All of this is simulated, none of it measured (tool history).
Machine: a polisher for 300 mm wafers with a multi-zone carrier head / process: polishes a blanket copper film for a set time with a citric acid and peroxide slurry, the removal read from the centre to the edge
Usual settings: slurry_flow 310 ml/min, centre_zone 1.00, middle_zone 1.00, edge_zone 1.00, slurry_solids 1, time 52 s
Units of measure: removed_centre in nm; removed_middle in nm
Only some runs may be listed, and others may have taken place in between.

| run | hour | slurry_flow | centre_zone | middle_zone | edge_zone | slurry_solids | time | wafers since the last listed run | wafers polished on this pad | hours since the slurry nozzle was cleaned | hours since the centre zone pressure was calibrated | hours since the edge zone pressure was calibrated | hours since the carrier head's membrane was replaced | incoming thickness of the incoming film, nm | removed_centre | removed_middle |
|---|---|---|---|---|---|---|---|---|---|---|---|---|---|---|---|---|
| 1 | 0.0 | 310 | 1.00 | 1.00 | 1.00 | 1 | 52 | 0 | 543 | 826.9 | 646.1 | 1104.3 | 1261.4 | 1176.0 | 137.0 | 135.7 |
|  | 4.9 | slurry nozzle cleaned |
|  | 50.1 | edge zone pressure recalibrated |
| 2 | 72.4 | 310 | 1.00 | 1.00 | 1.00 | 1 | 52 | 519 | 1063 | 67.5 | 718.5 | 22.3 | 1333.8 | 1146.6 | 134.7 | 134.9 |
|  | 115.8 | centre zone pressure recalibrated |
| 3 | 165.1 | 310 | 1.00 | 0.93 | 1.00 | 1 | 52 | 679 | 1743 | 160.2 | 49.3 | 115.0 | 1426.5 | 1176.7 | 136.9 | 129.3 |
|  | 200.8 | worn pad replaced by a new one |
| 4 | 260.5 | 310 | 1.00 | 0.93 | 1.00 | 1 | 52 | 684 | 446 | 255.6 | 144.7 | 210.4 | 1521.9 | 1179.1 | 135.2 | 130.1 |
| 5 | 324.3 | 310 | 1.00 | 0.94 | 1.00 | 1 | 52 | 477 | 924 | 319.4 | 208.5 | 274.2 | 1585.7 | 1165.5 | 133.8 | 131.5 |
| 6 | 389.0 | 310 | 1.00 | 0.94 | 1.00 | 1 | 52 | 484 | 1409 | 384.1 | 273.2 | 338.9 | 1650.4 | 1152.2 | 136.5 | 131.1 |
|  | 431.7 | carrier head's membrane replaced by a new one |
| 7 | 463.9 | 310 | 1.00 | 0.94 | 1.00 | 1 | 52 | 523 | 1932 | 459.0 | 348.1 | 413.8 | 32.2 | 1166.5 | 136.1 | 129.9 |
| 8 | 500.4 | 380 | 1.00 | 1.00 | 1.00 | 1 | 52 | 273 | 2206 | 495.5 | 384.6 | 450.3 | 68.7 | 1162.7 | 140.0 | 141.0 |
|  | 513.3 | worn pad replaced by a new one |
| 9 | 586.9 | 380 | 1.00 | 1.00 | 1.00 | 1 | 52 | 617 | 551 | 582.0 | 471.1 | 536.8 | 155.2 | 1179.8 | 139.1 | 137.0 |
| 10 | 672.3 | 310 | 1.00 | 1.00 | 1.00 | 1 | 52 | 639 | 1190 | 667.4 | 556.5 | 622.2 | 240.6 | 1173.4 | 134.9 | 135.4 |
|  | 678.5 | slurry nozzle cleaned |
|  | 721.3 | centre zone pressure recalibrated |
| 11 | 766.8 | 310 | 1.00 | 0.89 | 1.03 | 1 | 52 | 685 | 1876 | 88.3 | 45.5 | 716.7 | 335.1 | 1175.8 | 136.4 | 123.8 |
|  | 781.8 | worn pad replaced by a new one |
| 12 | 828.2 | 380 | 1.00 | 1.00 | 1.00 | 1 | 52 | 429 | 347 | 149.7 | 106.9 | 778.1 | 396.5 | 1173.3 | 138.5 | 139.6 |

What will run 13 give?
| 13 | 869.4 | 345 | 1.04 | 1.00 | 1.00 | 1 | 52 | 308 | 655 | 190.9 | 148.1 | 819.3 | 437.7 | 1160.0 | ? | ? |

removed_centre: 142.1 nm
removed_middle: 138.7 nm
Without the tool's hidden state the same run would have given removed_centre 142.1 nm, removed_middle 138.7 nm.

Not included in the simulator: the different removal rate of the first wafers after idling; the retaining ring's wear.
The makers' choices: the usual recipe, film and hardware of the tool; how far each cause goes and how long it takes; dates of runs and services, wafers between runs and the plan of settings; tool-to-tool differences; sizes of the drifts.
